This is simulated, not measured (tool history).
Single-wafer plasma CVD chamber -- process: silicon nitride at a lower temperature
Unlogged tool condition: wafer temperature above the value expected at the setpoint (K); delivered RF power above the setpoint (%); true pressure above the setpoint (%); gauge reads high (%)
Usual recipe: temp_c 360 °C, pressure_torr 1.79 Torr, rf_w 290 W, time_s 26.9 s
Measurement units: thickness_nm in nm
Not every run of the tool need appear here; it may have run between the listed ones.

run	day	temp_c	pressure_torr	rf_w	time_s	wafers since the last listed run	hours since the last thermocouple change	hours since the last RF generator calibration	hours since the last manometer calibration	hours since the showerhead was replaced	hours since the gauge calibration	read-back reference wafer on the same gauge, thickness_nm	thickness_nm
1	0.000	360	1.79	290	23.5	0	451.6	796.2	1798.7	75.2	1869.6	32.868	27.548
2	4.350	360	1.79	290	23.5	3712	556.0	900.6	1903.1	179.6	1974.0	32.931	27.463
3	7.783	360	1.79	290	26.9	2930	638.4	983.0	1985.5	262.0	2056.4	32.840	31.551
4	11.800	360	1.79	290	26.9	3428	734.8	1079.4	2081.9	358.4	2152.8	32.951	31.529
5	13.854	360	1.79	290	26.9	1753	784.1	1128.7	2131.2	407.7	2202.1	32.906	31.370
# day 14.554: capacitance manometer re-zeroed and calibrated
6	16.083	354	1.35	320	26.9	1618	837.6	1182.2	36.7	461.2	2255.6	32.852	30.230
7	18.788	349	2.19	290	30.5	2308	902.5	1247.1	101.6	526.1	2320.5	32.885	37.670
8	22.288	360	2.14	290	26.9	2987	986.5	1331.1	185.6	610.1	2404.5	32.887	32.911
9	25.129	360	1.64	265	23.5	2425	1054.7	1399.3	253.8	678.3	2472.7	32.924	24.612
10	28.238	360	1.79	290	26.9	2653	1129.3	1473.9	328.4	752.9	2547.3	32.913	31.175
11	31.929	360	1.79	290	26.9	3150	1217.9	1562.5	417.0	841.5	2635.9	32.900	31.174
12	34.083	360	1.79	290	26.9	1838	1269.6	1614.2	468.7	893.2	2687.6	32.901	31.141
13	38.392	360	1.79	290	26.9	3677	1373.0	1717.6	572.1	996.6	2791.0	32.882	31.288
# day 39.088: gauge calibrated
# day 39.933: RF generator calibrated
14	42.642	372	1.51	290	25.4	3342	1475.0	65.0	674.1	1098.6	85.3	32.876	27.886
# day 45.092: thermocouple changed; heater temperature recalibrated
15	45.188	360	1.55	290	21.8	1888	2.3	126.1	735.2	1159.7	146.4	32.885	24.308
16	49.238	353	1.79	240	22.3	3456	99.5	223.3	832.4	1256.9	243.6	32.930	22.200
17	53.150	360	1.79	290	26.9	3339	193.4	317.2	926.3	1350.8	337.5	32.880	31.658
18	57.288	360	1.79	270	26.9	3531	292.7	416.5	1025.6	1450.1	436.8	32.888	29.968
19	60.742	360	1.79	290	26.9	2948	375.6	499.4	1108.5	1533.0	519.7	32.938	31.515
20	64.271	360	1.98	290	26.9	3012	460.3	584.1	1193.2	1617.7	604.4	32.943	32.792
21	66.671	354	1.79	265	26.9	2048	517.9	641.7	1250.8	1675.3	662.0	32.902	29.405
22	68.175	360	1.79	290	21.7	1283	554.0	677.8	1286.9	1711.4	698.1	32.886	25.537
23	69.800	371	1.48	290	26.9	1386	593.0	716.8	1325.9	1750.4	737.1	32.927	29.384
24	72.275	349	1.49	290	28.7	2112	652.4	776.2	1385.3	1809.8	796.5	32.931	31.533
25	74.079	364	1.38	315	28.4	1539	695.7	819.5	1428.6	1853.1	839.8	32.890	32.470
26	77.379	366	1.44	245	22.5	2816	774.9	898.7	1507.8	1932.3	919.0	32.912	21.048
27	80.725	360	1.79	290	26.9	2855	855.2	979.0	1588.1	2012.6	999.3	32.972	31.861
28	83.638	346	2.00	270	26.9	2485	925.1	1048.9	1658.0	2082.5	1069.2	32.904	31.105

Describe how what the log doesn't record of the tool's condition differs between the last listed run preceding each entry between runs and the first listed run following it.
After run 5, before run 6: capacitance manometer re-zeroed and calibrated (day 14.554)
  true pressure above the setpoint (%): 8.21 -> 1.18
  the result without the hidden state subtracted from the measured one, thickness_nm: +0.805 -> +0.127 nm
After run 13, before run 14: gauge calibrated (day 39.088); RF generator calibrated (day 39.933)
  true pressure above the setpoint (%): 5.47 -> 5.97
  the result without the hidden state subtracted from the measured one, thickness_nm: +0.548 -> +0.550 nm
After run 14, before run 15: thermocouple changed; heater temperature recalibrated (day 45.092)
  true pressure above the setpoint (%): 5.97 -> 6.24
  the result without the hidden state subtracted from the measured one, thickness_nm: +0.550 -> +0.496 nm
